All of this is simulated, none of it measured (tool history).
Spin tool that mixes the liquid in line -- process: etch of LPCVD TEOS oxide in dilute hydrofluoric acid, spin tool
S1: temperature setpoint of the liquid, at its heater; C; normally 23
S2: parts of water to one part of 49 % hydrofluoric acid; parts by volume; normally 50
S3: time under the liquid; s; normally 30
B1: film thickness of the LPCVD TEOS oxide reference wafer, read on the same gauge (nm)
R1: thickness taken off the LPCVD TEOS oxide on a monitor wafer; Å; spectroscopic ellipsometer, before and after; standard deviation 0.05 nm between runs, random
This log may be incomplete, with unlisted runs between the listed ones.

{"run": 1, "hour": 0.0, "S1": 23, "S2": 50, "S3": 30, "B1": 70.01, "R1": 106.6}
{"run": 2, "hour": 8.8, "S1": 23, "S2": 50, "S3": 30, "B1": 69.99, "R1": 106.8}
{"run": 3, "hour": 16.0, "S1": 23, "S2": 50, "S3": 20, "B1": 69.98, "R1": 70.9}
{"run": 4, "hour": 27.0, "S1": 23, "S2": 50, "S3": 30, "B1": 70, "R1": 106.1}
{"run": 5, "hour": 77.8, "S1": 23, "S2": 50, "S3": 30, "B1": 70, "R1": 106.3}
{"run": 6, "hour": 92.2, "S1": 23, "S2": 50, "S3": 30, "B1": 70, "R1": 105.4}
{"run": 7, "hour": 99.8, "S1": 23, "S2": 50, "S3": 30, "B1": 69.98, "R1": 106.7}
{"hour": 106.0, "done": "thermometer replaced"}
{"run": 8, "hour": 109.6, "S1": 23, "S2": 60, "S3": 20, "B1": 70, "R1": 62.7}
{"run": 9, "hour": 120.8, "S1": 23, "S2": 60, "S3": 20, "B1": 69.98, "R1": 63.2}
{"run": 10, "hour": 138.1, "S1": 23, "S2": 50, "S3": 30, "B1": 70, "R1": 115.1}
{"run": 11, "hour": 153.1, "S1": 23, "S2": 50, "S3": 30, "B1": 69.99, "R1": 114.3}
{"run": 12, "hour": 164.9, "S1": 25, "S2": 50, "S3": 30, "B1": 70, "R1": 124.1}
{"run": 13, "hour": 171.6, "S1": 19, "S2": 75, "S3": 25, "B1": 70.03, "R1": 51.7}
{"run": 14, "hour": 186.2, "S1": 23, "S2": 50, "S3": 30, "B1": 70.01, "R1": 114.3}
{"run": 15, "hour": 194.7, "S1": 23, "S2": 75, "S3": 30, "B1": 70.01, "R1": 73.3}
{"hour": 205.9, "done": "hydrofluoric acid flow meter replaced"}
{"run": 16, "hour": 206.4, "S1": 24.5, "S2": 35, "S3": 45, "B1": 70, "R1": 263.8}
{"hour": 207.8, "done": "gauge calibrated"}
{"run": 17, "hour": 214.3, "S1": 19, "S2": 60, "S3": 25, "B1": 70, "R1": 66.3}
{"run": 18, "hour": 230.5, "S1": 23, "S2": 50, "S3": 30, "B1": 70.02, "R1": 114.5}
{"run": 19, "hour": 252.1, "S1": 18, "S2": 65, "S3": 15, "B1": 69.99, "R1": 34.7}
{"run": 20, "hour": 261.5, "S1": 23, "S2": 50, "S3": 30, "B1": 70, "R1": 113.7}
{"run": 21, "hour": 307.1, "S1": 21, "S2": 50, "S3": 50, "B1": 70, "R1": 173.7}
{"run": 22, "hour": 315.1, "S1": 27.5, "S2": 50, "S3": 30, "B1": 69.99, "R1": 136.2}
{"run": 23, "hour": 322.3, "S1": 23, "S2": 45, "S3": 30, "B1": 69.99, "R1": 127.3}
{"run": 24, "hour": 337.7, "S1": 23, "S2": 50, "S3": 30, "B1": 70.02, "R1": 113.6}

3 options for the next run, each taken on its own from the tool as it stands now. Forecast them:
{"run": "A", "hour": 338.1, "S1": 23, "S2": 50, "S3": 30, "B1": "?", "R1": "?"}
{"run": "B", "hour": 338.1, "S1": 23, "S2": 50, "S3": 50, "B1": "?", "R1": "?"}
{"run": "C", "hour": 338.1, "S1": 25, "S2": 50, "S3": 35, "B1": "?", "R1": "?"}

run=A B1=70 R1=113.1
run=B B1=70 R1=188.5
run=C B1=70 R1=143.3
Without the tool's unlogged condition, the same runs would have read:
run=A R1=117.1
run=B R1=195.2
run=C R1=148.4
